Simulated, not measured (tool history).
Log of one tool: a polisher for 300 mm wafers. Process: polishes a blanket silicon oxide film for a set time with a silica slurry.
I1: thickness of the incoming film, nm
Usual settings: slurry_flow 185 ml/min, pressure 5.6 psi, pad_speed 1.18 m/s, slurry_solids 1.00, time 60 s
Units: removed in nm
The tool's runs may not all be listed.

{"run": 1, "hour": 0.0, "slurry_flow": 185, "pressure": 5.6, "pad_speed": 1.18, "slurry_solids": 1.0, "time": 60, "I1": 1032.4, "removed": 342.1}
{"run": 2, "hour": 40.6, "slurry_flow": 185, "pressure": 5.6, "pad_speed": 1.18, "slurry_solids": 1.0, "time": 60, "I1": 1004.3, "removed": 338.9}
{"run": 3, "hour": 69.0, "slurry_flow": 185, "pressure": 7.2, "pad_speed": 1.28, "slurry_solids": 1.0, "time": 60, "I1": 1034.3, "removed": 466.0}
{"hour": 84.2, "done": "head pressure recalibrated"}
{"hour": 124.8, "done": "slurry nozzle cleaned"}
{"run": 4, "hour": 133.1, "slurry_flow": 185, "pressure": 7.2, "pad_speed": 1.28, "slurry_solids": 1.0, "time": 60, "I1": 1029.9, "removed": 453.3}
{"run": 5, "hour": 201.1, "slurry_flow": 185, "pressure": 7.2, "pad_speed": 1.28, "slurry_solids": 1.0, "time": 60, "I1": 1027.9, "removed": 450.5}
{"run": 6, "hour": 254.9, "slurry_flow": 185, "pressure": 6.6, "pad_speed": 1.18, "slurry_solids": 1.1, "time": 60, "I1": 1013.6, "removed": 413.8}
{"hour": 267.2, "done": "worn pad replaced by a new one"}
{"hour": 273.5, "done": "conditioning disc replaced and pad reconditioned"}
{"run": 7, "hour": 313.5, "slurry_flow": 185, "pressure": 6.6, "pad_speed": 1.18, "slurry_solids": 1.1, "time": 60, "I1": 1009.4, "removed": 412.6}
{"run": 8, "hour": 342.3, "slurry_flow": 185, "pressure": 6.6, "pad_speed": 1.18, "slurry_solids": 1.1, "time": 60, "I1": 1017.0, "removed": 417.0}
{"hour": 360.0, "done": "slurry blender recalibrated"}
{"run": 9, "hour": 410.8, "slurry_flow": 130, "pressure": 5.0, "pad_speed": 1.18, "slurry_solids": 1.15, "time": 66, "I1": 1021.2, "removed": 338.2}
{"run": 10, "hour": 442.3, "slurry_flow": 185, "pressure": 5.6, "pad_speed": 0.9, "slurry_solids": 1.0, "time": 60, "I1": 1008.1, "removed": 270.9}
{"run": 11, "hour": 509.2, "slurry_flow": 185, "pressure": 6.5, "pad_speed": 1.04, "slurry_solids": 0.75, "time": 60, "I1": 1013.1, "removed": 285.1}
{"run": 12, "hour": 538.1, "slurry_flow": 185, "pressure": 5.6, "pad_speed": 1.18, "slurry_solids": 1.0, "time": 60, "I1": 1026.3, "removed": 335.5}
{"hour": 564.9, "done": "slurry nozzle cleaned"}
{"run": 13, "hour": 569.9, "slurry_flow": 185, "pressure": 7.1, "pad_speed": 1.18, "slurry_solids": 1.0, "time": 60, "I1": 1028.8, "removed": 424.4}
{"run": 14, "hour": 616.8, "slurry_flow": 235, "pressure": 5.6, "pad_speed": 1.18, "slurry_solids": 1.0, "time": 67, "I1": 1015.2, "removed": 387.5}
{"hour": 698.4, "done": "conditioning disc replaced and pad reconditioned"}
{"hour": 710.6, "done": "worn pad replaced by a new one"}
{"run": 15, "hour": 748.5, "slurry_flow": 185, "pressure": 5.6, "pad_speed": 1.18, "slurry_solids": 1.0, "time": 60, "I1": 1020.4, "removed": 337.8}
{"hour": 797.8, "done": "slurry blender recalibrated"}
{"run": 16, "hour": 848.3, "slurry_flow": 185, "pressure": 5.6, "pad_speed": 1.18, "slurry_solids": 1.15, "time": 60, "I1": 1020.8, "removed": 369.3}
{"run": 17, "hour": 906.4, "slurry_flow": 185, "pressure": 5.6, "pad_speed": 1.18, "slurry_solids": 1.2, "time": 60, "I1": 1038.6, "removed": 372.7}
{"run": 18, "hour": 937.6, "slurry_flow": 185, "pressure": 5.6, "pad_speed": 1.18, "slurry_solids": 1.0, "time": 78, "I1": 1034.6, "removed": 440.6}
{"run": 19, "hour": 964.2, "slurry_flow": 245, "pressure": 6.2, "pad_speed": 0.94, "slurry_solids": 1.0, "time": 47, "I1": 1015.7, "removed": 252.8}
{"hour": 1005.1, "done": "slurry nozzle cleaned"}
{"run": 20, "hour": 1036.8, "slurry_flow": 185, "pressure": 6.9, "pad_speed": 1.18, "slurry_solids": 1.0, "time": 60, "I1": 1010.3, "removed": 412.4}
{"hour": 1128.4, "done": "worn pad replaced by a new one"}
{"run": 21, "hour": 1168.8, "slurry_flow": 185, "pressure": 6.2, "pad_speed": 1.18, "slurry_solids": 1.0, "time": 49, "I1": 1019.6, "removed": 309.3}
{"hour": 1173.1, "done": "conditioning disc replaced and pad reconditioned"}
{"hour": 1205.5, "done": "head pressure recalibrated"}
{"hour": 1274.4, "done": "slurry blender recalibrated"}
{"run": 22, "hour": 1378.3, "slurry_flow": 185, "pressure": 4.9, "pad_speed": 1.18, "slurry_solids": 0.75, "time": 60, "I1": 1006.4, "removed": 237.2}
{"hour": 1447.4, "done": "slurry nozzle cleaned"}
{"run": 23, "hour": 1491.0, "slurry_flow": 230, "pressure": 3.9, "pad_speed": 0.8, "slurry_solids": 1.0, "time": 40, "I1": 1016.6, "removed": 115.2}
{"run": 24, "hour": 1557.8, "slurry_flow": 235, "pressure": 7.4, "pad_speed": 1.18, "slurry_solids": 1.0, "time": 60, "I1": 1029.9, "removed": 451.8}
{"hour": 1604.9, "done": "worn pad replaced by a new one"}
{"run": 25, "hour": 1607.4, "slurry_flow": 185, "pressure": 6.3, "pad_speed": 0.92, "slurry_solids": 0.9, "time": 60, "I1": 1012.8, "removed": 288.6}
{"hour": 1644.6, "done": "conditioning disc replaced and pad reconditioned"}
{"run": 26, "hour": 1655.1, "slurry_flow": 185, "pressure": 4.8, "pad_speed": 0.9, "slurry_solids": 1.25, "time": 60, "I1": 1014.6, "removed": 259.3}

Forecast each of these 3 alternatives for the next run:
{"run": "A", "hour": 1655.5, "slurry_flow": 185, "pressure": 5.6, "pad_speed": 1.18, "slurry_solids": 1.0, "time": 66, "I1": 999.6, "removed": "?"}
{"run": "B", "hour": 1655.5, "slurry_flow": 185, "pressure": 5.6, "pad_speed": 1.3, "slurry_solids": 1.0, "time": 60, "I1": 999.6, "removed": "?"}
{"run": "C", "hour": 1655.5, "slurry_flow": 150, "pressure": 5.6, "pad_speed": 1.18, "slurry_solids": 1.0, "time": 53, "I1": 999.6, "removed": "?"}

run=A removed=367.8
run=B removed=361.3
run=C removed=288.0
Without the tool's hidden state the same runs would have given:
run=A removed=356.9
run=B removed=350.5
run=C removed=279.4
